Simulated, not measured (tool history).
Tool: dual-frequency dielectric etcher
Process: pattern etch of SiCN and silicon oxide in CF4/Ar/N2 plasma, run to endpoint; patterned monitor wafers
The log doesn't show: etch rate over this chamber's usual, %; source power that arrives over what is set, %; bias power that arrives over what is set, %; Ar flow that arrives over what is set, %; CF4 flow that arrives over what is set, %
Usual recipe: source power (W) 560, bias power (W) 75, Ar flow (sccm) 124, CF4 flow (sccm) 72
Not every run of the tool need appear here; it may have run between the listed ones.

run,hour,source power (W),bias power (W),Ar flow (sccm),CF4 flow (sccm),wafers since the last listed run,hours since the last wet clean,hours since the last source power generator calibration,hours since the last bias power generator calibration,hours since the last Ar flow controller change,hours since the last CF4 flow controller change,hours since the last upper electrode change,"incoming incoming film thickness, nm",endpoint time (s)
1,0.0,560,75,124,72,0,374.2,1143.8,3788.0,2780.0,150.6,3101.4,17.43,15.4
2,52.0,560,75,124,72,506,426.2,1195.8,3840.0,2832.0,202.6,3153.4,17.39,15.0
# hour 88.1: wet clean of the chamber
3,88.6,560,75,124,80,122,0.5,1232.4,3876.6,2868.6,239.2,3190.0,17.39,15.5
4,139.6,560,75,124,80,496,51.5,1283.4,3927.6,2919.6,290.2,3241.0,17.58,15.5
5,188.1,560,75,124,72,472,100.0,1331.9,3976.1,2968.1,338.7,3289.5,17.65,16.0
# hour 198.0: source power generator calibrated
6,213.7,560,75,124,72,210,125.6,15.7,4001.7,2993.7,364.3,3315.1,17.46,15.7
7,247.2,560,75,145,72,326,159.1,49.2,4035.2,3027.2,397.8,3348.6,17.44,16.1
8,284.3,560,75,124,72,361,196.2,86.3,4072.3,3064.3,434.9,3385.7,17.72,15.9
# hour 350.8: Ar flow controller replaced
9,429.6,510,65,107,63,1355,341.5,231.6,4217.6,78.8,580.2,3531.0,17.40,17.1
10,468.9,560,75,124,72,382,380.8,270.9,4256.9,118.1,619.5,3570.3,17.57,15.1
# hour 529.5: upper electrode replaced
11,530.0,560,75,124,80,361,441.9,332.0,4318.0,179.2,680.6,0.5,17.52,14.9
12,568.1,600,88,151,78,370,480.0,370.1,4356.1,217.3,718.7,38.6,17.58,13.8
# hour 594.4: wet clean of the chamber
13,607.6,680,75,124,78,150,13.2,409.6,4395.6,256.8,758.2,78.1,17.43,13.6
# hour 652.1: bias power generator calibrated
14,652.6,560,75,124,72,399,58.2,454.6,0.5,301.8,803.2,123.1,17.53,15.9
15,686.7,490,89,124,72,331,92.3,488.7,34.6,335.9,837.3,157.2,17.51,16.2
16,752.4,560,75,124,72,639,158.0,554.4,100.3,401.6,903.0,222.9,17.26,15.6
17,776.7,560,75,153,72,236,182.3,578.7,124.6,425.9,927.3,247.2,17.58,16.3
18,805.3,560,62,124,72,278,210.9,607.3,153.2,454.5,955.9,275.8,17.47,16.7
19,862.1,560,75,124,72,552,267.7,664.1,210.0,511.3,1012.7,332.6,17.53,15.6
20,903.4,560,75,110,64,401,309.0,705.4,251.3,552.6,1054.0,373.9,17.58,15.8
21,956.3,480,75,102,72,514,361.9,758.3,304.2,605.5,1106.9,426.8,17.54,16.7
22,1023.7,560,75,111,72,656,429.3,825.7,371.6,672.9,1174.3,494.2,17.64,15.0
# hour 1054.4: wet clean of the chamber
23,1078.4,520,75,124,61,298,24.0,880.4,426.3,727.6,1229.0,548.9,17.56,17.5
24,1135.7,470,62,142,77,557,81.3,937.7,483.6,784.9,1286.3,606.2,17.87,19.9

Each row is a separate what-if for the run after 24, all from the same tool condition, not one after another. Results?
A,1136.1,560,75,124,72,3,81.7,938.1,484.0,785.3,1286.7,606.6,17.53,?
B,1136.1,630,75,134,84,3,81.7,938.1,484.0,785.3,1286.7,606.6,17.53,?
C,1136.1,560,75,134,72,3,81.7,938.1,484.0,785.3,1286.7,606.6,17.53,?
D,1136.1,520,57,100,58,3,81.7,938.1,484.0,785.3,1286.7,606.6,17.53,?

run,endpoint time (s)
A,16.0
B,14.4
C,16.2
D,18.7
Without the tool's unlogged condition, the same runs would have read:
run,endpoint time (s)
A,16.1
B,14.5
C,16.3
D,18.8
